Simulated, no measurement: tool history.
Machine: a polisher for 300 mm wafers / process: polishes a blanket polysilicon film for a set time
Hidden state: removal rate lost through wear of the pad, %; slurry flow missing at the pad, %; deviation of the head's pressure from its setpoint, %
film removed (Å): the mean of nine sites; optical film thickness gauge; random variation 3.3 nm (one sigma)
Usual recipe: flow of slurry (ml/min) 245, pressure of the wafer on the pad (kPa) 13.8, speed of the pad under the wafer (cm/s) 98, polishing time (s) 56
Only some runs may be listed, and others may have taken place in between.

run,day,flow of slurry (ml/min),pressure of the wafer on the pad (kPa),speed of the pad under the wafer (cm/s),polishing time (s),wafers since the last listed run,wafers polished on this pad,hours since the slurry nozzle was cleaned,hours since the head pressure was calibrated,"incoming thickness of the incoming film, nm",film removed (Å)
1,0,270,10.3,98,56,0,418,387.2,791.6,1498,2361
2,0.279,270,10.3,98,56,113,532,393.9,798.3,1500.3,2347
3,0.846,245,13.8,98,56,230,763,407.5,811.9,1519,2810
4,1.442,245,13.8,98,56,242,1006,421.8,826.2,1463.8,2774
5,2.133,245,13.8,98,56,281,1287,438.4,842.8,1468.2,2712
6,2.796,245,13.8,98,56,269,1557,454.3,858.7,1513.1,2765
# day 3.004: worn pad replaced by a new one
7,3.088,245,13.8,98,56,50,34,461.3,865.7,1501.5,2774
8,3.721,245,13.8,98,56,258,292,476.5,880.9,1493.6,2684
9,4.279,245,13.8,98,56,227,519,489.9,894.3,1483.4,2736
10,4.538,245,13.8,98,45,105,625,496.1,900.5,1494,2235
11,5.217,245,13.8,98,45,276,901,512.4,916.8,1512.3,2204
12,5.596,245,13.8,98,56,154,1056,521.5,925.9,1475.7,2765
13,6.242,245,13.8,98,56,263,1319,537,941.4,1481.3,2765
14,6.588,245,13.8,98,50,140,1460,545.3,949.7,1507.1,2441
15,7.021,245,13.8,98,50,176,1637,555.7,960.1,1491,2435
# day 7.65: worn pad replaced by a new one
16,7.671,245,13.8,98,50,196,8,571.3,975.7,1472.4,2437
17,9.75,245,13.8,98,56,847,856,621.2,1025.6,1506.8,2779
18,10.338,245,13.8,98,68,239,1095,635.3,1039.7,1494.9,3337
19,10.979,320,15.9,122,65,261,1357,650.7,1055.1,1495.4,4345
20,11.379,245,10.3,98,56,163,1520,660.3,1064.7,1503.7,2302
# day 11.625: head pressure recalibrated
21,12.004,245,10.3,98,50,220,1740,675.3,9.1,1480.8,2054
# day 12.792: worn pad replaced by a new one
22,12.812,245,13.8,98,56,261,8,694.7,28.5,1488.6,2776
# day 13: slurry nozzle cleaned
23,13.3,245,13.8,98,38,181,189,7.2,40.2,1505.6,1889
24,14.038,245,13.8,98,56,300,490,24.9,57.9,1495.1,2775
25,14.708,245,13.8,130,56,273,763,41,74,1492.7,3577
26,15.225,245,13.8,98,56,210,974,53.4,86.4,1485.4,2746
27,15.933,245,9.7,98,56,288,1263,70.4,103.4,1489.4,2258
28,16.225,210,13.8,98,56,118,1381,77.4,110.4,1503.3,2749
29,16.838,245,13.8,98,56,249,1631,92.1,125.1,1498.7,2680
30,17.288,245,13.8,98,64,183,1814,102.9,135.9,1485,3169
31,17.583,245,13.8,98,56,120,1935,110,143,1519.8,2778
# day 17.846: worn pad replaced by a new one
32,18.058,315,13.8,98,56,125,87,121.4,154.4,1478.2,2750
33,18.55,245,15.9,122,56,200,287,133.2,166.2,1482.1,3686
34,18.875,290,16.5,98,56,132,420,141,174,1508.3,3098
35,19.342,245,17.2,86,44,190,610,152.2,185.2,1486.5,2204
36,19.875,245,13.8,98,75,217,827,165,198,1508.5,3633
37,20.475,245,13.8,98,56,244,1072,179.4,212.4,1484.7,2784
38,20.867,245,13.8,98,46,159,1231,188.8,221.8,1489.4,2260

Entry by entry between the runs, the difference in hidden state between the last listed run before and the first listed run after:
In the gap between runs 6 and 7: worn pad replaced by a new one (day 3.004)
  both runs share identical hidden conditions
In the gap between runs 15 and 16: worn pad replaced by a new one (day 7.65)
  both runs share identical hidden conditions
In the gap between runs 20 and 21: head pressure recalibrated (day 11.625)
  both runs share identical hidden conditions
In the gap between runs 21 and 22: worn pad replaced by a new one (day 12.792)
  both runs share identical hidden conditions
In the gap between runs 22 and 23: slurry nozzle cleaned (day 13)
  both runs share identical hidden conditions
In the gap between runs 31 and 32: worn pad replaced by a new one (day 17.846)
  both runs share identical hidden conditions
